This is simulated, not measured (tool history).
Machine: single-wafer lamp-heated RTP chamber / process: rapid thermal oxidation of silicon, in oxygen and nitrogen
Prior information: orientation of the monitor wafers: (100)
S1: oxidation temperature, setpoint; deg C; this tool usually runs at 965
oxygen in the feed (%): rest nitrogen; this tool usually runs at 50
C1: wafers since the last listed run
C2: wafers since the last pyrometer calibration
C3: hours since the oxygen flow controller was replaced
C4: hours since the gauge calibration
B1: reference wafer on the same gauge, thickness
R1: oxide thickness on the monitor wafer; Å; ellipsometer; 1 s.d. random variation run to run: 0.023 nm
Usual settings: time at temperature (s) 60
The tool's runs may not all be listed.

Run 1, hour 0: usual settings but time at temperature (s) 40; C1 0; C2 1710; C3 3327.3; C4 90.8; B1 3.14. Result: R1 34.17 Å.
At hour 7.4: pyrometer window cleaned and pyrometer calibrated.
Run 2, hour 33.5: usual settings but oxygen in the feed (%) 74; C1 315; C2 315; C3 3360.8; C4 124.3; B1 3.143. Result: R1 43.02 Å.
Run 3, hour 58: usual settings but oxygen in the feed (%) 74; C1 296; C2 612; C3 3385.3; C4 148.8; B1 3.149. Result: R1 43.27 Å.
Run 4, hour 87.2: usual settings but oxygen in the feed (%) 74; C1 353; C2 965; C3 3414.5; C4 178; B1 3.139. Result: R1 43.54 Å.
Run 5, hour 112.6: usual settings; C1 307; C2 1272; C3 3439.9; C4 203.4; B1 3.146. Result: R1 39.01 Å.
Run 6, hour 128: usual settings but S1 979 deg C; C1 186; C2 1459; C3 3455.3; C4 218.8; B1 3.138. Result: R1 42.73 Å.
Run 7, hour 143.3: usual settings but time at temperature (s) 79, oxygen in the feed (%) 74; C1 185; C2 1644; C3 3470.6; C4 234.1; B1 3.136. Result: R1 49.69 Å.
At hour 171: pyrometer window cleaned and pyrometer calibrated.
Run 8, hour 171.5: usual settings but oxygen in the feed (%) 37; C1 244; C2 5; C3 3498.8; C4 262.3; B1 3.14. Result: R1 35.19 Å.
Run 9, hour 195.6: usual settings but S1 982 deg C, oxygen in the feed (%) 75; C1 291; C2 297; C3 3522.9; C4 286.4; B1 3.145. Result: R1 48.67 Å.
Run 10, hour 213.6: usual settings but oxygen in the feed (%) 78; C1 217; C2 515; C3 3540.9; C4 304.4; B1 3.14. Result: R1 43.82 Å.
At hour 220.4: gauge calibrated.
At hour 232.4: oxygen flow controller replaced.
Run 11, hour 247.2: usual settings but S1 978 deg C, time at temperature (s) 88, oxygen in the feed (%) 66; C1 309; C2 824; C3 14.8; C4 26.8; B1 3.143. Result: R1 54.02 Å.
Run 12, hour 280.4: usual settings but oxygen in the feed (%) 37; C1 401; C2 1226; C3 48; C4 60; B1 3.136. Result: R1 36.15 Å.
Run 13, hour 295.4: usual settings but S1 990 deg C, time at temperature (s) 32; C1 181; C2 1408; C3 63; C4 75; B1 3.143. Result: R1 36.3 Å.
At hour 325.2: pyrometer window cleaned and pyrometer calibrated.
Run 14, hour 325.7: usual settings but S1 943 deg C; C1 269; C2 5; C3 93.3; C4 105.3; B1 3.145. Result: R1 33.18 Å.
Run 15, hour 355.3: usual settings but S1 992 deg C, time at temperature (s) 81, oxygen in the feed (%) 70; C1 358; C2 364; C3 122.9; C4 134.9; B1 3.14. Result: R1 58.59 Å.
Run 16, hour 380.2: usual settings; C1 301; C2 665; C3 147.8; C4 159.8; B1 3.143. Result: R1 38.23 Å.

What if the next run were any one of these 4? Each begins from the tool's condition after run 16:
Run A, hour 380.6: usual settings; C1 4; C2 670; C3 148.2; C4 160.2; B1 ?. Result: R1 ?.
Run B, hour 380.6: usual settings but S1 990 deg C, oxygen in the feed (%) 71; C1 4; C2 670; C3 148.2; C4 160.2; B1 ?. Result: R1 ?.
Run C, hour 380.6: usual settings but time at temperature (s) 69, oxygen in the feed (%) 74; C1 4; C2 670; C3 148.2; C4 160.2; B1 ?. Result: R1 ?.
Run D, hour 380.6: usual settings but oxygen in the feed (%) 76; C1 4; C2 670; C3 148.2; C4 160.2; B1 ?. Result: R1 ?.

run     B1     R1
  A  3.144  38.57
  B  3.144  51.11
  C  3.144  45.95
  D  3.144  43.76
With no hidden state in the tool, these same runs would have given:
run     R1
  A  37.97
  B  50.23
  C  45.16
  D  43.01
